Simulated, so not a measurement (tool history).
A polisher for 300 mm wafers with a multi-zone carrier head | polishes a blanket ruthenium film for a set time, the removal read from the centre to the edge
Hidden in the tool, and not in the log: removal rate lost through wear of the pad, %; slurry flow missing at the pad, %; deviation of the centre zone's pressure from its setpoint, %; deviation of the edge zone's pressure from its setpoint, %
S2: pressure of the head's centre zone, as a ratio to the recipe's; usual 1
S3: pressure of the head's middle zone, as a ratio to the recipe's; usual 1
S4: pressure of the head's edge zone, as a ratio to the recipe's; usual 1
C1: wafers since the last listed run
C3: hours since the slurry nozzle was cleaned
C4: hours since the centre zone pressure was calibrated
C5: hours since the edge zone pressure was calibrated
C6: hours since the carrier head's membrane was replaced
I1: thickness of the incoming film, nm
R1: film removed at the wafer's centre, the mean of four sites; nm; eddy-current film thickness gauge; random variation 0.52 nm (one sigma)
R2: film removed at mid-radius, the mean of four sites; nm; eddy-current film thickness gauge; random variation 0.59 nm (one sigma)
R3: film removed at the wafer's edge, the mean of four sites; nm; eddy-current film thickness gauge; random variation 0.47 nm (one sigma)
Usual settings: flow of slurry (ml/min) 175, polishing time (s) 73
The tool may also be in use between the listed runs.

run 1 hour=0 | flow_of_slurry_(ml/min)=175 S2=1 S3=1 S4=1 polishing_time_(s)=73 | C1=0 wafers_polished_on_this_pad=1202 C3=646.3 C4=288.4 C5=165.9 C6=569.1 | I1=568.7 | R1=65 R2=65.4 R3=65.3
-- hour=125.8 slurry nozzle cleaned
-- hour=131.6 carrier head's membrane replaced by a new one
run 2 hour=170.1 | flow_of_slurry_(ml/min)=175 S2=1 S3=1 S4=1 polishing_time_(s)=83 | C1=1584 wafers_polished_on_this_pad=2787 C3=44.3 C4=458.5 C5=336 C6=38.5 | I1=569.9 | R1=71.2 R2=73.9 R3=72.7
-- hour=205.2 worn pad replaced by a new one
run 3 hour=210.8 | flow_of_slurry_(ml/min)=175 S2=1.05 S3=1 S4=1 polishing_time_(s)=73 | C1=354 wafers_polished_on_this_pad=54 C3=85 C4=499.2 C5=376.7 C6=79.2 | I1=574 | R1=70.5 R2=67 R3=67.6
run 4 hour=267 | flow_of_slurry_(ml/min)=175 S2=1 S3=1 S4=1 polishing_time_(s)=73 | C1=542 wafers_polished_on_this_pad=596 C3=141.2 C4=555.4 C5=432.9 C6=135.4 | I1=567.7 | R1=66 R2=66.3 R3=65.6
-- hour=291.2 centre zone pressure recalibrated
run 5 hour=324.5 | flow_of_slurry_(ml/min)=175 S2=1 S3=1 S4=1 polishing_time_(s)=73 | C1=536 wafers_polished_on_this_pad=1132 C3=198.7 C4=33.3 C5=490.4 C6=192.9 | I1=567.9 | R1=65.5 R2=65.2 R3=65.2
run 6 hour=425.6 | flow_of_slurry_(ml/min)=175 S2=1 S3=1 S4=1 polishing_time_(s)=73 | C1=976 wafers_polished_on_this_pad=2109 C3=299.8 C4=134.4 C5=591.5 C6=294 | I1=569.2 | R1=65 R2=64.2 R3=63.9
run 7 hour=494.4 | flow_of_slurry_(ml/min)=175 S2=1 S3=1 S4=1 polishing_time_(s)=73 | C1=664 wafers_polished_on_this_pad=2773 C3=368.6 C4=203.2 C5=660.3 C6=362.8 | I1=568.4 | R1=63.5 R2=63.7 R3=63.9
-- hour=589.1 worn pad replaced by a new one
run 8 hour=597.9 | flow_of_slurry_(ml/min)=175 S2=1 S3=1 S4=1 polishing_time_(s)=73 | C1=961 wafers_polished_on_this_pad=85 C3=472.1 C4=306.7 C5=763.8 C6=466.3 | I1=571.4 | R1=67.7 R2=68.1 R3=68.2
run 9 hour=696.8 | flow_of_slurry_(ml/min)=175 S2=1 S3=1 S4=1 polishing_time_(s)=73 | C1=955 wafers_polished_on_this_pad=1040 C3=571 C4=405.6 C5=862.7 C6=565.2 | I1=565.5 | R1=65.3 R2=66.4 R3=65.9
run 10 hour=800.5 | flow_of_slurry_(ml/min)=175 S2=1 S3=1 S4=0.94 polishing_time_(s)=73 | C1=1001 wafers_polished_on_this_pad=2041 C3=674.7 C4=509.3 C5=966.4 C6=668.9 | I1=566.7 | R1=64.4 R2=64.9 R3=63.2
-- hour=823.1 slurry nozzle cleaned
-- hour=837.3 carrier head's membrane replaced by a new one
-- hour=851.4 centre zone pressure recalibrated
-- hour=903.2 worn pad replaced by a new one
run 11 hour=1007.8 | flow_of_slurry_(ml/min)=175 S2=1 S3=1 S4=1 polishing_time_(s)=73 | C1=1886 wafers_polished_on_this_pad=1010 C3=184.7 C4=156.4 C5=1173.7 C6=170.5 | I1=573.8 | R1=65.4 R2=66.1 R3=65.3
run 12 hour=1077.8 | flow_of_slurry_(ml/min)=175 S2=1 S3=1 S4=1 polishing_time_(s)=73 | C1=676 wafers_polished_on_this_pad=1686 C3=254.7 C4=226.4 C5=1243.7 C6=240.5 | I1=574.5 | R1=64.8 R2=66.1 R3=65.1
-- hour=1085.2 edge zone pressure recalibrated
run 13 hour=1182.5 | flow_of_slurry_(ml/min)=215 S2=1 S3=1.03 S4=1 polishing_time_(s)=73 | C1=991 wafers_polished_on_this_pad=2678 C3=359.4 C4=331.1 C5=97.3 C6=345.2 | I1=562 | R1=65.5 R2=68.5 R3=65.7
run 14 hour=1225.5 | flow_of_slurry_(ml/min)=235 S2=1.08 S3=1 S4=1.05 polishing_time_(s)=66 | C1=415 wafers_polished_on_this_pad=3094 C3=402.4 C4=374.1 C5=140.3 C6=388.2 | I1=564.2 | R1=65.7 R2=60.5 R3=61.2
-- hour=1288.6 worn pad replaced by a new one
run 15 hour=1294.4 | flow_of_slurry_(ml/min)=175 S2=1 S3=1 S4=1 polishing_time_(s)=73 | C1=626 wafers_polished_on_this_pad=56 C3=471.3 C4=443 C5=209.2 C6=457.1 | I1=565.8 | R1=68 R2=67.9 R3=68.6

The next listed run, before its measurement:
-- hour=1430.4 carrier head's membrane replaced by a new one
-- hour=1474.5 centre zone pressure recalibrated
run 16 hour=1497.6 | flow_of_slurry_(ml/min)=195 S2=1.03 S3=0.93 S4=1 polishing_time_(s)=73 | C1=1894 wafers_polished_on_this_pad=1951 C3=674.5 C4=23.1 C5=412.4 C6=67.2 | I1=559.7 | R1=? R2=? R3=?

Run 16 gave R1 67.9 nm, R2 62.2 nm, R3 65.4 nm.
Without the tool's hidden state the same run would have given R1 72 nm, R2 65.9 nm, R3 69.4 nm.
